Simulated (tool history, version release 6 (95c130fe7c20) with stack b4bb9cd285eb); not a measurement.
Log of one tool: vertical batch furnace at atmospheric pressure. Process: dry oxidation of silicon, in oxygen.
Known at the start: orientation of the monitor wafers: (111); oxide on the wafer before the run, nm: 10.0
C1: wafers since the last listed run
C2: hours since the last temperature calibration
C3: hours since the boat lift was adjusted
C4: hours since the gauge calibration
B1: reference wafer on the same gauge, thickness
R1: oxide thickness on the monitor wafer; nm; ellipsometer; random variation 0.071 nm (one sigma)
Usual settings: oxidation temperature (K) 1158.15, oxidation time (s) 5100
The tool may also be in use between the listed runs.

{"run": 1, "hour": 0.0, "oxidation temperature (K)": 1158.15, "oxidation time (s)": 5100, "C1": 0, "C2": 3424.2, "C3": 6029.8, "C4": 283.8, "B1": 37.9, "R1": 30.56}
{"run": 2, "hour": 73.7, "oxidation temperature (K)": 1158.15, "oxidation time (s)": 5100, "C1": 1178, "C2": 3497.9, "C3": 6103.5, "C4": 357.5, "B1": 37.89, "R1": 30.49}
{"run": 3, "hour": 168.5, "oxidation temperature (K)": 1158.15, "oxidation time (s)": 5730, "C1": 1515, "C2": 3592.7, "C3": 6198.3, "C4": 452.3, "B1": 37.9, "R1": 32.66}
{"run": 4, "hour": 269.9, "oxidation temperature (K)": 1158.15, "oxidation time (s)": 5730, "C1": 1621, "C2": 3694.1, "C3": 6299.7, "C4": 553.7, "B1": 37.9, "R1": 32.61}
{"run": 5, "hour": 370.9, "oxidation temperature (K)": 1158.15, "oxidation time (s)": 5730, "C1": 1615, "C2": 3795.1, "C3": 6400.7, "C4": 654.7, "B1": 37.9, "R1": 32.6}
{"hour": 426.0, "done": "boat lift adjusted"}
{"run": 6, "hour": 426.5, "oxidation temperature (K)": 1158.15, "oxidation time (s)": 5100, "C1": 505, "C2": 3850.7, "C3": 0.5, "C4": 710.3, "B1": 37.91, "R1": 31.48}
{"run": 7, "hour": 503.5, "oxidation temperature (K)": 1158.15, "oxidation time (s)": 5100, "C1": 1231, "C2": 3927.7, "C3": 77.5, "C4": 787.3, "B1": 37.9, "R1": 31.54}
{"run": 8, "hour": 580.2, "oxidation temperature (K)": 1158.15, "oxidation time (s)": 5100, "C1": 1226, "C2": 4004.4, "C3": 154.2, "C4": 864.0, "B1": 37.87, "R1": 31.4}
{"run": 9, "hour": 632.2, "oxidation temperature (K)": 1158.15, "oxidation time (s)": 5100, "C1": 831, "C2": 4056.4, "C3": 206.2, "C4": 916.0, "B1": 37.89, "R1": 31.44}
{"hour": 662.2, "done": "thermocouples replaced and temperature profile calibrated"}
{"run": 10, "hour": 706.1, "oxidation temperature (K)": 1165.15, "oxidation time (s)": 6690, "C1": 797, "C2": 43.9, "C3": 280.1, "C4": 989.9, "B1": 37.9, "R1": 39.28}
{"run": 11, "hour": 776.6, "oxidation temperature (K)": 1158.15, "oxidation time (s)": 6180, "C1": 1127, "C2": 114.4, "C3": 350.6, "C4": 1060.4, "B1": 37.9, "R1": 35.19}
{"hour": 777.6, "done": "gauge calibrated"}
{"run": 12, "hour": 868.1, "oxidation temperature (K)": 1158.15, "oxidation time (s)": 5100, "C1": 1463, "C2": 205.9, "C3": 442.1, "C4": 90.5, "B1": 37.9, "R1": 31.22}
{"run": 13, "hour": 904.8, "oxidation temperature (K)": 1158.15, "oxidation time (s)": 5100, "C1": 586, "C2": 242.6, "C3": 478.8, "C4": 127.2, "B1": 37.91, "R1": 31.3}
{"run": 14, "hour": 985.9, "oxidation temperature (K)": 1179.15, "oxidation time (s)": 5100, "C1": 1296, "C2": 323.7, "C3": 559.9, "C4": 208.3, "B1": 37.91, "R1": 37.67}
{"run": 15, "hour": 1022.0, "oxidation temperature (K)": 1147.15, "oxidation time (s)": 3810, "C1": 577, "C2": 359.8, "C3": 596.0, "C4": 244.4, "B1": 37.89, "R1": 24.37}
{"run": 16, "hour": 1084.6, "oxidation temperature (K)": 1171.15, "oxidation time (s)": 7380, "C1": 1001, "C2": 422.4, "C3": 658.6, "C4": 307.0, "B1": 37.91, "R1": 43.74}
{"run": 17, "hour": 1141.3, "oxidation temperature (K)": 1139.15, "oxidation time (s)": 3210, "C1": 906, "C2": 479.1, "C3": 715.3, "C4": 363.7, "B1": 37.88, "R1": 21.01}
{"run": 18, "hour": 1210.6, "oxidation temperature (K)": 1158.15, "oxidation time (s)": 4080, "C1": 1108, "C2": 548.4, "C3": 784.6, "C4": 433.0, "B1": 37.91, "R1": 27.58}

Forecast each of these 3 alternatives for the next run:
{"run": "A", "hour": 1215.2, "oxidation temperature (K)": 1141.15, "oxidation time (s)": 5100, "C1": 73, "C2": 553.0, "C3": 789.2, "C4": 437.6, "B1": "?", "R1": "?"}
{"run": "B", "hour": 1215.2, "oxidation temperature (K)": 1158.15, "oxidation time (s)": 4380, "C1": 73, "C2": 553.0, "C3": 789.2, "C4": 437.6, "B1": "?", "R1": "?"}
{"run": "C", "hour": 1215.2, "oxidation temperature (K)": 1158.15, "oxidation time (s)": 4110, "C1": 73, "C2": 553.0, "C3": 789.2, "C4": 437.6, "B1": "?", "R1": "?"}

run=A B1=37.92 R1=27.08
run=B B1=37.92 R1=28.70
run=C B1=37.92 R1=27.70
Without the tool's hidden state the same runs would have given:
run=A R1=27.49
run=B R1=29.13
run=C R1=28.12

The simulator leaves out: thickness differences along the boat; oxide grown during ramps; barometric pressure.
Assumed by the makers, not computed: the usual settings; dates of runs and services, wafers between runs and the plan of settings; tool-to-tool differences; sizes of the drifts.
